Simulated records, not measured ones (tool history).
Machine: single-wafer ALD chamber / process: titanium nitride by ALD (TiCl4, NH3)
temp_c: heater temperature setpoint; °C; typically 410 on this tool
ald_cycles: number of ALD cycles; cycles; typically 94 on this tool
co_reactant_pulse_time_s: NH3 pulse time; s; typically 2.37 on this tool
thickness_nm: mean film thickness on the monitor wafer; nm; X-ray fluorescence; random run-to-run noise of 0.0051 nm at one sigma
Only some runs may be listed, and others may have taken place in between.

run	hour	temp_c	ald_cycles	co_reactant_pulse_time_s	read-back reference wafer on the same gauge, thickness_nm	thickness_nm
1	0.0	417	94	2.37	2.049	2.028
2	80.3	406	94	2.37	2.051	2.030
3	176.3	410	94	2.37	2.049	2.030
4	244.4	410	94	2.37	2.050	2.028
5	294.8	410	94	2.37	2.050	2.023
6	395.3	410	94	2.37	2.050	2.033
7	501.4	419	94	2.37	2.049	2.034
8	563.0	419	94	2.37	2.050	2.027
9	640.9	410	94	1.85	2.051	2.007
10	713.8	410	94	1.85	2.050	2.002
11	810.0	410	94	2.57	2.050	2.033
12	886.5	410	94	2.57	2.050	2.023
13	968.2	410	94	2.57	2.049	2.032
14	1026.5	410	94	2.37	2.049	2.031
15	1125.2	410	94	2.37	2.050	2.029
16	1207.4	410	94	2.37	2.050	2.026
17	1264.7	410	94	2.37	2.049	2.033
18	1348.2	410	101	2.37	2.051	2.189
19	1421.4	416	94	3.06	2.050	2.040
20	1493.7	423	85	2.81	2.051	1.848
21	1588.6	424	111	2.75	2.051	2.422
22	1627.1	410	94	2.37	2.050	2.032
23	1716.7	410	94	2.37	2.050	2.029
24	1772.5	399	94	2.37	2.050	2.021
25	1871.1	410	94	1.85	2.050	2.008
26	1954.9	417	76	3.29	2.050	1.661
27	2001.2	417	87	1.44	2.050	1.834
28	2063.7	410	94	2.37	2.050	2.035
29	2120.2	423	106	1.65	2.049	2.275
30	2199.6	402	101	1.65	2.049	2.130
31	2239.6	405	94	2.37	2.050	2.021
32	2334.5	410	94	2.37	2.049	2.029
33	2405.6	414	89	3.21	2.050	1.948
34	2470.9	418	86	2.37	2.050	1.859
35	2547.9	416	100	1.90	2.048	2.131

Not shown here: 3 entries made in the log between runs. Locate each between two listed runs and compare the hidden state at the listed run before it with the hidden state at the listed run after it:
Logged between run 17 and run 18: thermocouple changed; heater temperature recalibrated (hour 1312.5)
  the hidden state is the same at both runs
Logged between run 19 and run 20: showerhead replaced (hour 1457.7)
  the hidden state is the same at both runs
Logged between run 20 and run 21: gauge calibrated (hour 1512.1)
  the hidden state is the same at both runs
